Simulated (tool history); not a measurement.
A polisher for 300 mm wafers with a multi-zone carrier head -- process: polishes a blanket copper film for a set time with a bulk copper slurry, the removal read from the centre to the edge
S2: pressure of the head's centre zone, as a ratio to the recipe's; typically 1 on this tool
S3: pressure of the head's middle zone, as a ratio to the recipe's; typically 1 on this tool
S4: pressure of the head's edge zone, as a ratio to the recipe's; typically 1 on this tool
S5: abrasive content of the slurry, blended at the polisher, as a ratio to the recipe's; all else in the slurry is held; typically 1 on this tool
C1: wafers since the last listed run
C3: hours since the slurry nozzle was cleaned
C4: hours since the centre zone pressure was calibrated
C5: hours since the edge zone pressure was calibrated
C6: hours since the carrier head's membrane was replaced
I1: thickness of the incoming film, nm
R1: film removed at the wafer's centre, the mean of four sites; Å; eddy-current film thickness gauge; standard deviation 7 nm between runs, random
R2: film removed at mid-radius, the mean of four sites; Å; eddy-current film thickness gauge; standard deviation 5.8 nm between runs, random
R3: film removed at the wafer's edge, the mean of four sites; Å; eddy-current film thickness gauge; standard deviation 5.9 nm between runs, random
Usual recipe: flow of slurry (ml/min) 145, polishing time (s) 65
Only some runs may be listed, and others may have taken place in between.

run 1 hour=0 | flow_of_slurry_(ml/min)=145 S2=1 S3=1 S4=1 S5=1 polishing_time_(s)=82 | C1=0 wafers_polished_on_this_pad=1750 C3=172.8 C4=522.5 C5=225 C6=348.2 | I1=4431.5 | R1=6788 R2=7145 R3=7261
-- hour=31.1 worn pad replaced by a new one
run 2 hour=70.9 | flow_of_slurry_(ml/min)=145 S2=1 S3=1 S4=1 S5=1 polishing_time_(s)=65 | C1=557 wafers_polished_on_this_pad=331 C3=243.7 C4=593.4 C5=295.9 C6=419.1 | I1=4496 | R1=5517 R2=5608 R3=5785
run 3 hour=142 | flow_of_slurry_(ml/min)=145 S2=1 S3=1 S4=1 S5=1 polishing_time_(s)=65 | C1=592 wafers_polished_on_this_pad=923 C3=314.8 C4=664.5 C5=367 C6=490.2 | I1=4555.7 | R1=5658 R2=5584 R3=5674
run 4 hour=203 | flow_of_slurry_(ml/min)=145 S2=1 S3=1 S4=1 S5=1 polishing_time_(s)=65 | C1=507 wafers_polished_on_this_pad=1431 C3=375.8 C4=725.5 C5=428 C6=551.2 | I1=4571.1 | R1=5505 R2=5618 R3=5709
-- hour=215 slurry nozzle cleaned
-- hour=231.8 worn pad replaced by a new one
run 5 hour=240.8 | flow_of_slurry_(ml/min)=145 S2=1 S3=1 S4=1 S5=1 polishing_time_(s)=65 | C1=273 wafers_polished_on_this_pad=75 C3=25.8 C4=763.3 C5=465.8 C6=589 | I1=4442.4 | R1=5504 R2=5579 R3=5530
run 6 hour=293.8 | flow_of_slurry_(ml/min)=180 S2=1 S3=1 S4=1 S5=1 polishing_time_(s)=77 | C1=441 wafers_polished_on_this_pad=516 C3=78.8 C4=816.3 C5=518.8 C6=642 | I1=4419.5 | R1=6815 R2=6951 R3=6948
-- hour=337.4 edge zone pressure recalibrated
run 7 hour=356.7 | flow_of_slurry_(ml/min)=105 S2=1 S3=1 S4=1 S5=1 polishing_time_(s)=65 | C1=507 wafers_polished_on_this_pad=1023 C3=141.7 C4=879.2 C5=19.3 C6=704.9 | I1=4509.7 | R1=5070 R2=5211 R3=5446
-- hour=428.9 centre zone pressure recalibrated
-- hour=457.9 worn pad replaced by a new one
run 8 hour=528 | flow_of_slurry_(ml/min)=145 S2=1 S3=1 S4=1 S5=1.1 polishing_time_(s)=65 | C1=1376 wafers_polished_on_this_pad=583 C3=313 C4=99.1 C5=190.6 C6=876.2 | I1=4521.7 | R1=5566 R2=5776 R3=5881
run 9 hour=591.7 | flow_of_slurry_(ml/min)=145 S2=1.09 S3=1 S4=1 S5=1 polishing_time_(s)=65 | C1=530 wafers_polished_on_this_pad=1114 C3=376.7 C4=162.8 C5=254.3 C6=939.9 | I1=4453 | R1=5892 R2=5602 R3=5680
run 10 hour=654.5 | flow_of_slurry_(ml/min)=145 S2=0.91 S3=1 S4=0.96 S5=1 polishing_time_(s)=65 | C1=522 wafers_polished_on_this_pad=1637 C3=439.5 C4=225.6 C5=317.1 C6=1002.7 | I1=4557.4 | R1=5081 R2=5702 R3=5639

The next listed run, before its measurement:
-- hour=670 worn pad replaced by a new one
run 11 hour=701.7 | flow_of_slurry_(ml/min)=145 S2=1 S3=1 S4=1 S5=1 polishing_time_(s)=65 | C1=359 wafers_polished_on_this_pad=263 C3=486.7 C4=272.8 C5=364.3 C6=1049.9 | I1=4494.6 | R1=? R2=? R3=?

Run 11 gave R1 5431 Å, R2 5523 Å, R3 5716 Å.
Without the tool's hidden state the same run would have given R1 5431 Å, R2 5523 Å, R3 5716 Å.
